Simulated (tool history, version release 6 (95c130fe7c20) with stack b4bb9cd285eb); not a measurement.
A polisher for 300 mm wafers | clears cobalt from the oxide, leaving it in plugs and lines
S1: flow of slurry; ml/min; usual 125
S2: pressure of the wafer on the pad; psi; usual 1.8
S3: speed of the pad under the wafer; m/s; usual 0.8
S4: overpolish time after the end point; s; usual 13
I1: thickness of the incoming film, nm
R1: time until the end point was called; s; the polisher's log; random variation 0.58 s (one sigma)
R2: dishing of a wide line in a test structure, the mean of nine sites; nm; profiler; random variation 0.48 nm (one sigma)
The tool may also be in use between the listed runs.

run     day   S1   S2    S3  S4     I1    R1    R2
  1       0   95  1.8   0.8  13  151.1  53.4  28.3
  2   1.342  125  1.9   0.8  13  149.9  49.2  30.2
  3     2.3  125  1.8  0.98  13  151.7  43.9  30.5
      3.183  -- worn pad replaced by a new one
  4    3.45  125  1.8   0.8  13  150.4  44.4  30.5
  5     4.7  125  1.8   0.8  13  152.7  45.8  30.6
      5.521  -- slurry nozzle cleaned
  6   5.779  125  1.8   0.8  13  148.3  45.2  30.4
  7   7.333  125  1.8  0.62  13  149.5  55.4  27.6
  8   8.542  125  1.8   0.8  16  149.6  48.8  32.5
  9   9.979  105  1.8   0.7  13  148.6  54.5  27.1
 10  10.696  105  1.8   0.7  13  151.8  55.3  27.6
 11  12.554  105  1.8   0.7  13  149.8  56.6  27.3
     12.942  -- worn pad replaced by a new one
     14.762  -- head pressure recalibrated
 12  16.317  160  1.8   0.8  13  148.7  43.8  31.4
 13  17.712  160  1.8   0.8  13  149.9    44  31.8
 14  18.246  125  1.8   0.9  13    147  42.3  31.4
 15  18.792  125  1.8   0.8  13    150    48  29.1
 16  20.204  125  1.8  1.08  13  148.8  40.2  32.4
 17  21.258   85  1.8   0.8  13  147.4  53.5  28.1
     22.288  -- worn pad replaced by a new one
 18  22.308  125  2.2   0.8  18  150.9  37.2    39
 19  23.058  125  1.8   0.8  16  147.3    44  34.6
 20  24.521  125  1.8   0.8  13  151.9  45.6  30.6
 21  25.762  125  1.8   0.8  13    152  47.1  30.1
 22  26.975  125  1.8  0.88   9  148.4  44.3  24.9
 23  28.196  155  1.8  1.02   7  152.5  39.9  22.4
 24  28.758  125  1.8   0.8  13  149.6  47.1  29.7
     29.167  -- slurry nozzle cleaned
 25  30.162  125    2   0.8  13    150  43.5  30.8
 26  30.721  125  2.4   0.7  16  152.6  41.7  36.6
 27  31.933  125  1.8   0.7   6  149.8  54.7  15.9
 28  32.846  125  1.8   0.8  13  148.3  51.5  28.1
     33.121  -- worn pad replaced by a new one
 29  35.475  100  1.8   0.8  13  149.2  48.1  29.8
 30   36.25  125  1.6  0.98  17  152.4  47.6  36.2
 31  36.883  105    2  1.02  13  150.4  37.4  34.7
 32  38.696  140  1.4  0.64  13  151.3  72.9  23.2
 33  39.662  125  1.8   0.7   6  149.4  52.7    16
     41.929  -- worn pad replaced by a new one
 34  42.383   95  1.8   0.8  13    150  46.9  30.6

5 ways to go on from here, each from the tool as it stands after run 34. What would each give?
  A  42.4  125  1.8   0.8  13  148.4   ?   ?
  B  42.4  145  1.8  0.72  10  148.4   ?   ?
  C  42.4  125    2  0.94  16  148.4   ?   ?
  D  42.4  170  1.8  0.52   8  148.4   ?   ?
  E  42.4  125  1.5   0.8  17  148.4   ?   ?

run    R1    R2
  A  44.8  31.8
  B  46.8  26.3
  C    36  39.2
  D  55.6  19.7
  E  53.7  33.4
Without the tool's hidden state the same runs would have given:
run    R1    R2
  A    44  32.1
  B  45.9  26.6
  C  35.4  39.5
  D  54.6    20
  E  52.8  33.7

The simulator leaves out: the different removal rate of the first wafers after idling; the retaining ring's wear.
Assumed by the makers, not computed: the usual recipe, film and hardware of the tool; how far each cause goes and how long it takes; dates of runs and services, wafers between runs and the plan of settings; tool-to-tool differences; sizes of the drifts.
